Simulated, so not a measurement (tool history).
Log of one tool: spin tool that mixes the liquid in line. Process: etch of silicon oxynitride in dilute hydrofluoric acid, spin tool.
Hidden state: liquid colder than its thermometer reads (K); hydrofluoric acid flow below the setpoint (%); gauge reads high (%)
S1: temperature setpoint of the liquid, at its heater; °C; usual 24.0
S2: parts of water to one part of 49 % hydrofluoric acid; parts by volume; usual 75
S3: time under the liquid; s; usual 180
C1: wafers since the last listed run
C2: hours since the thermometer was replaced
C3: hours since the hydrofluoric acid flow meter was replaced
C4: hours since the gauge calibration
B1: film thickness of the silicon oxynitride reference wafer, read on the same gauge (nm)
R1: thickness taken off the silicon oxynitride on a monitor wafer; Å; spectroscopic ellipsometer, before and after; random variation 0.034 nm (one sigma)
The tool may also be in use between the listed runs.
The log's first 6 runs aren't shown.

run 7 hour=266.0 | S1=24.0 S2=75 S3=180 | C1=300 C2=1284.0 C3=1269.2 C4=509.9 | B1=119.996 | R1=34.58
run 8 hour=291.9 | S1=24.0 S2=60 S3=180 | C1=157 C2=1309.9 C3=1295.1 C4=535.8 | B1=119.990 | R1=43.89
run 9 hour=457.9 | S1=24.0 S2=75 S3=180 | C1=1008 C2=1475.9 C3=1461.1 C4=701.8 | B1=120.015 | R1=34.04
run 10 hour=518.2 | S1=24.0 S2=75 S3=180 | C1=366 C2=1536.2 C3=1521.4 C4=762.1 | B1=120.031 | R1=34.33
run 11 hour=573.7 | S1=24.0 S2=75 S3=180 | C1=337 C2=1591.7 C3=1576.9 C4=817.6 | B1=119.985 | R1=34.36
run 12 hour=627.1 | S1=24.0 S2=75 S3=225 | C1=324 C2=1645.1 C3=1630.3 C4=871.0 | B1=119.988 | R1=43.09
run 13 hour=675.7 | S1=24.0 S2=90 S3=140 | C1=295 C2=1693.7 C3=1678.9 C4=919.6 | B1=119.988 | R1=21.54
run 14 hour=726.7 | S1=21.0 S2=75 S3=180 | C1=309 C2=1744.7 C3=1729.9 C4=970.6 | B1=119.987 | R1=29.38
run 15 hour=762.7 | S1=24.0 S2=75 S3=180 | C1=218 C2=1780.7 C3=1765.9 C4=1006.6 | B1=120.030 | R1=33.98
-- hour=794.0 hydrofluoric acid flow meter replaced
run 16 hour=830.7 | S1=22.5 S2=55 S3=110 | C1=407 C2=1848.7 C3=36.7 C4=1074.6 | B1=120.013 | R1=28.55
-- hour=887.5 gauge calibrated
run 17 hour=902.4 | S1=24.0 S2=75 S3=180 | C1=435 C2=1920.4 C3=108.4 C4=14.9 | B1=119.996 | R1=36.09
-- hour=905.3 thermometer replaced
run 18 hour=962.1 | S1=21.5 S2=100 S3=150 | C1=356 C2=56.8 C3=168.1 C4=74.6 | B1=120.004 | R1=19.68
run 19 hour=1007.6 | S1=19.0 S2=55 S3=180 | C1=276 C2=102.3 C3=213.6 C4=120.1 | B1=119.989 | R1=39.06
run 20 hour=1075.6 | S1=26.0 S2=75 S3=180 | C1=413 C2=170.3 C3=281.6 C4=188.1 | B1=119.981 | R1=39.97

Run 21 comes next. What will it give?
run 21 hour=1116.6 | S1=21.0 S2=60 S3=80 | C1=249 C2=211.3 C3=322.6 C4=229.1 | B1=? | R1=?

{"run 21": {"B1": 120.032, "R1": 17.23}}
Without the tool's hidden state the same run would have given R1 17.48 Å.

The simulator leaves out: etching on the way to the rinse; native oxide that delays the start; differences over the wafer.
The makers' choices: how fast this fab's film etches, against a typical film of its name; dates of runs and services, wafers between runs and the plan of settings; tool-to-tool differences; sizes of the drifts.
